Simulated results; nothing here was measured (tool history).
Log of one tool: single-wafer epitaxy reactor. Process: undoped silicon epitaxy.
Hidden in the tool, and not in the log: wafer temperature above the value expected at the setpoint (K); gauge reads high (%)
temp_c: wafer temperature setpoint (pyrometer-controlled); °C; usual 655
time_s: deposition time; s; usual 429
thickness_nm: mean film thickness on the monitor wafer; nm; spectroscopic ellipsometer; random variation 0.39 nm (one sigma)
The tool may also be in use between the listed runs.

run	hour	temp_c	time_s	wafers since the last listed run	hours since the last pyrometer calibration	hours since the gauge calibration	read-back reference wafer on the same gauge, thickness_nm	thickness_nm
1	0	655	429	0	1006.7	339.1	82.322	87.812
2	30.4	655	429	140	1037.1	369.5	82.178	87.256
3	62.5	655	429	148	1069.2	401.6	82.19	88.081
4	83.4	665	371	96	1090.1	422.5	82.049	91.094
5	103.8	665	371	94	1110.5	442.9	82.219	91.197
6	134.9	655	409	144	1141.6	474	81.996	84.801
7	157.9	655	409	106	1164.6	497	82.282	84.987
8	173.8	655	409	73	1180.5	512.9	82.146	85.283
9	191.7	649	377	82	1198.4	530.8	82.315	69.467
10	221.4	649	377	137	1228.1	560.5	82.235	70.521
11	256.7	666	429	163	1263.4	595.8	82.168	109.279
12	271.2	655	429	67	1277.9	610.3	82.069	89.544
# hour 292.8: gauge calibrated
13	301.1	662	495	138	1307.8	8.3	82.204	118.177
14	332.3	650	513	144	1339	39.5	82.271	98.864
15	368.1	655	347	165	1374.8	75.3	82.377	72.559
16	387.3	664	429	88	1394	94.5	82.084	106.857
# hour 415.7: pyrometer calibrated
17	416.2	668	484	96	0.5	123.4	82.199	117.912
18	447.5	655	429	144	31.8	154.7	82.194	82.041
19	460.5	662	386	60	44.8	167.7	82.308	84.435
20	484	651	429	108	68.3	191.2	82.198	75.976
21	496.2	655	429	56	80.5	203.4	82.134	82.552
22	510.5	645	392	66	94.8	217.7	82.328	62.236
23	527.5	655	461	78	111.8	234.7	82.09	88.626
24	559.4	663	453	147	143.7	266.6	82.441	101.099

Forecast each of these 5 alternatives for the next run:
A	559.9	645	429	2	144.2	267.1	?	?
B	559.9	655	462	2	144.2	267.1	?	?
C	559.9	669	404	2	144.2	267.1	?	?
D	559.9	641	368	2	144.2	267.1	?	?
E	559.9	651	465	2	144.2	267.1	?	?

run	read-back reference wafer on the same gauge, thickness_nm	thickness_nm
A	82.262	67.951
B	82.262	88.588
C	82.262	100.624
D	82.262	53.944
E	82.262	82.638
Without the tool's hidden state the same runs would have given:
run	thickness_nm
A	66.568
B	86.818
C	98.665
D	52.837
E	80.974

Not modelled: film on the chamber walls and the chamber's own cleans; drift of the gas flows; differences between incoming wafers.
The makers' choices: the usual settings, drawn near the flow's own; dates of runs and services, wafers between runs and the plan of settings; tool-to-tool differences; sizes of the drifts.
